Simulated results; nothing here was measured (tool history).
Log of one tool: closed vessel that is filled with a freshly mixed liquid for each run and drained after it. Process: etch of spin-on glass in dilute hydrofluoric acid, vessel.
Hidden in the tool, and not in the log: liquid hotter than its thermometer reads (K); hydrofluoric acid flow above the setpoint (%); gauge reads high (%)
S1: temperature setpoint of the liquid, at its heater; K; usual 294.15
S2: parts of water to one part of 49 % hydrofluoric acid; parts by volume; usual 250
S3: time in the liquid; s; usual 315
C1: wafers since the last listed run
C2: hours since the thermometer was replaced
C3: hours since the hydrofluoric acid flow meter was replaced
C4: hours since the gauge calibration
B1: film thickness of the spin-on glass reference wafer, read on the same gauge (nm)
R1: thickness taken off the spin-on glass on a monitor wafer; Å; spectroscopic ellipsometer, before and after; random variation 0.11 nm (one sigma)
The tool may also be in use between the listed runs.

{"run": 1, "hour": 0.0, "S1": 294.15, "S2": 250, "S3": 315, "C1": 0, "C2": 1899.2, "C3": 920.0, "C4": 499.7, "B1": 50.02, "R1": 303.6}
{"run": 2, "hour": 62.4, "S1": 294.15, "S2": 250, "S3": 315, "C1": 3762, "C2": 1961.6, "C3": 982.4, "C4": 562.1, "B1": 50.0, "R1": 302.7}
{"run": 3, "hour": 105.2, "S1": 294.15, "S2": 250, "S3": 315, "C1": 2580, "C2": 2004.4, "C3": 1025.2, "C4": 604.9, "B1": 50.0, "R1": 306.3}
{"run": 4, "hour": 210.9, "S1": 297.65, "S2": 250, "S3": 430, "C1": 6372, "C2": 2110.1, "C3": 1130.9, "C4": 710.6, "B1": 50.0, "R1": 474.6}
{"run": 5, "hour": 291.9, "S1": 297.65, "S2": 250, "S3": 430, "C1": 4883, "C2": 2191.1, "C3": 1211.9, "C4": 791.6, "B1": 50.04, "R1": 474.0}
{"run": 6, "hour": 330.2, "S1": 294.15, "S2": 250, "S3": 315, "C1": 2309, "C2": 2229.4, "C3": 1250.2, "C4": 829.9, "B1": 50.05, "R1": 307.8}
{"run": 7, "hour": 438.9, "S1": 294.15, "S2": 250, "S3": 315, "C1": 6553, "C2": 2338.1, "C3": 1358.9, "C4": 938.6, "B1": 50.01, "R1": 307.2}
{"run": 8, "hour": 493.3, "S1": 294.15, "S2": 250, "S3": 315, "C1": 3279, "C2": 2392.5, "C3": 1413.3, "C4": 993.0, "B1": 50.05, "R1": 307.8}
{"run": 9, "hour": 592.4, "S1": 294.15, "S2": 305, "S3": 425, "C1": 5974, "C2": 2491.6, "C3": 1512.4, "C4": 1092.1, "B1": 50.02, "R1": 322.9}
{"hour": 616.2, "done": "gauge calibrated"}
{"run": 10, "hour": 658.8, "S1": 294.15, "S2": 250, "S3": 315, "C1": 4003, "C2": 2558.0, "C3": 1578.8, "C4": 42.6, "B1": 49.96, "R1": 314.2}
{"run": 11, "hour": 766.3, "S1": 294.15, "S2": 250, "S3": 315, "C1": 6481, "C2": 2665.5, "C3": 1686.3, "C4": 150.1, "B1": 50.01, "R1": 312.8}
{"run": 12, "hour": 806.9, "S1": 294.15, "S2": 250, "S3": 315, "C1": 2447, "C2": 2706.1, "C3": 1726.9, "C4": 190.7, "B1": 49.99, "R1": 313.9}
{"run": 13, "hour": 877.3, "S1": 294.15, "S2": 250, "S3": 315, "C1": 4244, "C2": 2776.5, "C3": 1797.3, "C4": 261.1, "B1": 50.01, "R1": 317.3}
{"run": 14, "hour": 948.5, "S1": 294.15, "S2": 250, "S3": 480, "C1": 4292, "C2": 2847.7, "C3": 1868.5, "C4": 332.3, "B1": 49.99, "R1": 481.9}
{"hour": 994.6, "done": "thermometer replaced"}
{"run": 15, "hour": 1016.4, "S1": 294.15, "S2": 250, "S3": 490, "C1": 4033, "C2": 21.8, "C3": 1936.4, "C4": 400.2, "B1": 50.0, "R1": 457.9}
{"hour": 1039.3, "done": "hydrofluoric acid flow meter replaced"}
{"run": 16, "hour": 1139.2, "S1": 298.15, "S2": 285, "S3": 315, "C1": 7343, "C2": 144.6, "C3": 99.9, "C4": 523.0, "B1": 50.0, "R1": 279.2}
{"run": 17, "hour": 1221.0, "S1": 294.15, "S2": 250, "S3": 315, "C1": 4931, "C2": 226.4, "C3": 181.7, "C4": 604.8, "B1": 50.0, "R1": 286.0}
{"run": 18, "hour": 1257.6, "S1": 297.65, "S2": 250, "S3": 490, "C1": 2206, "C2": 263.0, "C3": 218.3, "C4": 641.4, "B1": 49.95, "R1": 506.0}
{"run": 19, "hour": 1350.0, "S1": 294.15, "S2": 250, "S3": 315, "C1": 5570, "C2": 355.4, "C3": 310.7, "C4": 733.8, "B1": 49.98, "R1": 290.3}
{"run": 20, "hour": 1454.7, "S1": 295.65, "S2": 185, "S3": 425, "C1": 6312, "C2": 460.1, "C3": 415.4, "C4": 838.5, "B1": 49.99, "R1": 594.9}
{"run": 21, "hour": 1549.5, "S1": 294.15, "S2": 250, "S3": 215, "C1": 5715, "C2": 554.9, "C3": 510.2, "C4": 933.3, "B1": 49.98, "R1": 197.5}
{"run": 22, "hour": 1616.0, "S1": 294.15, "S2": 310, "S3": 315, "C1": 4009, "C2": 621.4, "C3": 576.7, "C4": 999.8, "B1": 49.99, "R1": 221.2}

Forecast each of these 3 alternatives for the next run:
{"run": "A", "hour": 1616.7, "S1": 294.15, "S2": 250, "S3": 315, "C1": 42, "C2": 622.1, "C3": 577.4, "C4": 1000.5, "B1": "?", "R1": "?"}
{"run": "B", "hour": 1616.7, "S1": 290.15, "S2": 250, "S3": 315, "C1": 42, "C2": 622.1, "C3": 577.4, "C4": 1000.5, "B1": "?", "R1": "?"}
{"run": "C", "hour": 1616.7, "S1": 291.65, "S2": 310, "S3": 495, "C1": 42, "C2": 622.1, "C3": 577.4, "C4": 1000.5, "B1": "?", "R1": "?"}

run=A B1=50.01 R1=290.0
run=B B1=50.01 R1=249.3
run=C B1=50.01 R1=317.4
Without the tool's hidden state the same runs would have given:
run=A R1=280.9
run=B R1=241.3
run=C R1=307.3
